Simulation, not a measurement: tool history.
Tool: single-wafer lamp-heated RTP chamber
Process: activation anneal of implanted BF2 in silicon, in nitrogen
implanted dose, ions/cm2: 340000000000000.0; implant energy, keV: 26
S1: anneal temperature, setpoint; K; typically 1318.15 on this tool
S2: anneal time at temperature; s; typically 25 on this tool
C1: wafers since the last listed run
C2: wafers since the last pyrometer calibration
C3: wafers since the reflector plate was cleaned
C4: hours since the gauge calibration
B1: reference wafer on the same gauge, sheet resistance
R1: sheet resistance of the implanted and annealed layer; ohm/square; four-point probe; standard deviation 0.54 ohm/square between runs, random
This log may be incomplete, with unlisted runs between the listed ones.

run    day       S1  S2   C1    C2     C3     C4      B1      R1
  1      0  1318.15  13    0  2404  11236  239.2  390.45  362.73
  2  0.354  1301.15  25  146  2551  11383  247.7  390.49   360.3
  3  1.096  1318.15  25  307  2859  11690  265.5  390.09  358.08
  4  1.362  1318.15  25  110  2970  11801  271.9  389.94  357.44
  5  1.704  1318.15  25  141  3111  11943  280.1  389.96  357.47
  6   2.05  1299.15  25  143  3255  12086  288.4  389.84     360
  7  2.354  1299.15  25  126  3381  12212  295.7  389.68  359.74
  8  2.908  1311.15  25  229  3611  12442    309  389.59  358.29
  9  3.392  1311.15  25  200  3812  12643  320.6  389.51  358.34
     3.412  -- gauge calibrated
 10    3.7  1336.15  25  127  3940  12771    6.9  394.42  359.24
 11  4.267  1336.15  25  235  4175  13006   20.5  394.43  358.86
      4.85  -- reflector plate cleaned
 12  4.871  1326.15  18  112  4287      8     35  394.23  363.43
 13  5.354  1331.15  25  200  4488    208   46.6  394.11   359.6
 14  5.612  1304.15  25  107  4595    316   52.8  394.12   362.7

Run 15 is up next; what results do you expect?
 15  6.133  1299.15  40  216  4811  532  65.3   ?   ?

B1: 393.9
R1: 359.17 ohm/square
With no hidden state in the tool, this same run would have given R1 359.38 ohm/square.
